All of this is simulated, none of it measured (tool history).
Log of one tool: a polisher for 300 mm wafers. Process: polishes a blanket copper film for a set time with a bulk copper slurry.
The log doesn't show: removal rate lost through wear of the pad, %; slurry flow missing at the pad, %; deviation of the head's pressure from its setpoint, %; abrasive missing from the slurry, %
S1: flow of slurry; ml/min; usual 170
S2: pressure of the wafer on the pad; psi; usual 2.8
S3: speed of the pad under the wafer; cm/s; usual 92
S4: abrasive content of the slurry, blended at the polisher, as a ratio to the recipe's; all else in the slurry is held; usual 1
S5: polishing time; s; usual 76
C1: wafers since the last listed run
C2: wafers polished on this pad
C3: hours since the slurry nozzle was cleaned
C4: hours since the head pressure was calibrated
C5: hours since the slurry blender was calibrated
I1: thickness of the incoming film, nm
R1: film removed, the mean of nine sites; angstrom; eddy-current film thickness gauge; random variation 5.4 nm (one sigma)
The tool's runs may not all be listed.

run 1 day=0 | S1=170 S2=2.8 S3=92 S4=1 S5=76 | C1=0 C2=1252 C3=321.3 C4=682.7 C5=320.8 | I1=3003.4 | R1=7340
-- day=0.038 worn pad replaced by a new one
run 2 day=0.362 | S1=170 S2=2.8 S3=92 S4=1 S5=76 | C1=43 C2=43 C3=330 C4=691.4 C5=329.5 | I1=3035.6 | R1=7262
run 3 day=0.875 | S1=170 S2=2.8 S3=92 S4=1 S5=76 | C1=68 C2=111 C3=342.3 C4=703.7 C5=341.8 | I1=3021.6 | R1=7290
run 4 day=1.229 | S1=170 S2=2.8 S3=92 S4=1 S5=76 | C1=47 C2=158 C3=350.8 C4=712.2 C5=350.3 | I1=3024.7 | R1=7167
run 5 day=1.783 | S1=170 S2=2.8 S3=92 S4=1 S5=76 | C1=73 C2=232 C3=364.1 C4=725.5 C5=363.6 | I1=2998.2 | R1=7309
run 6 day=3.433 | S1=170 S2=2.8 S3=92 S4=1 S5=76 | C1=219 C2=452 C3=403.7 C4=765.1 C5=403.2 | I1=2989.9 | R1=7277
run 7 day=3.888 | S1=170 S2=2.3 S3=92 S4=1 S5=76 | C1=60 C2=512 C3=414.6 C4=776 C5=414.1 | I1=3083.1 | R1=5924
run 8 day=4.475 | S1=170 S2=2.3 S3=92 S4=1 S5=76 | C1=78 C2=590 C3=428.7 C4=790.1 C5=428.2 | I1=3095.6 | R1=5957
run 9 day=4.962 | S1=155 S2=2.8 S3=92 S4=1 S5=76 | C1=64 C2=655 C3=440.4 C4=801.8 C5=439.9 | I1=3032.2 | R1=7313
run 10 day=5.479 | S1=170 S2=2.8 S3=92 S4=1 S5=76 | C1=68 C2=724 C3=452.8 C4=814.2 C5=452.3 | I1=3064.8 | R1=7220
-- day=5.658 head pressure recalibrated
run 11 day=5.775 | S1=170 S2=2.8 S3=92 S4=1 S5=76 | C1=28 C2=752 C3=459.9 C4=2.8 C5=459.4 | I1=3113.3 | R1=7272
run 12 day=6.483 | S1=170 S2=2.8 S3=92 S4=1 S5=76 | C1=94 C2=847 C3=476.9 C4=19.8 C5=476.4 | I1=2995.8 | R1=7264
-- day=6.971 slurry nozzle cleaned
run 13 day=7.046 | S1=170 S2=2.8 S3=92 S4=1 S5=76 | C1=69 C2=916 C3=1.8 C4=33.3 C5=489.9 | I1=3031.7 | R1=7271
run 14 day=7.533 | S1=170 S2=2.8 S3=92 S4=1 S5=76 | C1=64 C2=981 C3=13.5 C4=45 C5=501.6 | I1=3103.5 | R1=7368
run 15 day=8.188 | S1=170 S2=2.8 S3=92 S4=1 S5=76 | C1=87 C2=1068 C3=29.2 C4=60.7 C5=517.3 | I1=3075.1 | R1=7264
run 16 day=8.788 | S1=170 S2=2.8 S3=92 S4=1 S5=76 | C1=79 C2=1148 C3=43.6 C4=75.1 C5=531.7 | I1=3118.7 | R1=7243

The next listed run, before its measurement:
-- day=8.967 worn pad replaced by a new one
-- day=9.338 slurry blender recalibrated
run 17 day=9.358 | S1=170 S2=2.8 S3=92 S4=1 S5=76 | C1=42 C2=41 C3=57.3 C4=88.8 C5=0.5 | I1=3037 | R1=?

R1: 7373 angstrom
Without the tool's hidden state the same run would have given R1 7373 angstrom.
